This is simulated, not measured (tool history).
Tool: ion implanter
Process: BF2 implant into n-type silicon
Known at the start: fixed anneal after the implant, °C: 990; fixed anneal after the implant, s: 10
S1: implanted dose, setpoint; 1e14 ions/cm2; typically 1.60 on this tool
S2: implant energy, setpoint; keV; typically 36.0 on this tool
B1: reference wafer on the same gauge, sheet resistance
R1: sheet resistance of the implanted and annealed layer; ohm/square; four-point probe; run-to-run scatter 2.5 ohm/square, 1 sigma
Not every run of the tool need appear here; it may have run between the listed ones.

run	hour	S1	S2	B1	R1
1	0.0	1.60	36.0	610.51	606.06
2	71.8	1.60	36.0	610.87	599.95
3	110.1	1.60	36.0	610.68	596.64
4	147.9	1.60	36.0	611.24	592.33
5	214.2	1.60	36.0	609.83	588.36
6	257.2	1.60	36.0	611.07	593.49
7	291.4	1.33	28.0	612.19	705.55
# hour 303.3: Faraday cup replaced and dose calibrated
# hour 315.6: extraction supply calibrated
8	351.1	1.33	28.0	610.83	727.84
# hour 389.2: gauge calibrated
9	395.4	1.76	27.0	610.74	582.70
10	443.9	1.60	36.0	610.88	611.13
11	485.2	1.60	36.0	611.89	607.65
12	510.1	1.88	46.0	610.99	521.77
13	547.7	1.32	42.0	611.42	684.92
14	610.4	1.39	24.5	611.05	715.72
15	653.8	1.87	27.5	610.57	546.45
16	709.8	1.60	36.0	610.65	600.96

4 ways to go on from here, each from the tool as it stands after run 16. What would each give?
A	710.2	1.60	36.0	?	?
B	710.2	1.75	25.5	?	?
C	710.2	1.76	46.0	?	?
D	710.2	1.90	45.0	?	?

run	B1	R1
A	610.83	603.81
B	610.83	582.22
C	610.83	547.44
D	610.83	518.36
Take away the tool's hidden state, keep each run's random variation, and the runs would have read:
run	R1
A	611.61
B	590.54
C	554.29
D	524.94

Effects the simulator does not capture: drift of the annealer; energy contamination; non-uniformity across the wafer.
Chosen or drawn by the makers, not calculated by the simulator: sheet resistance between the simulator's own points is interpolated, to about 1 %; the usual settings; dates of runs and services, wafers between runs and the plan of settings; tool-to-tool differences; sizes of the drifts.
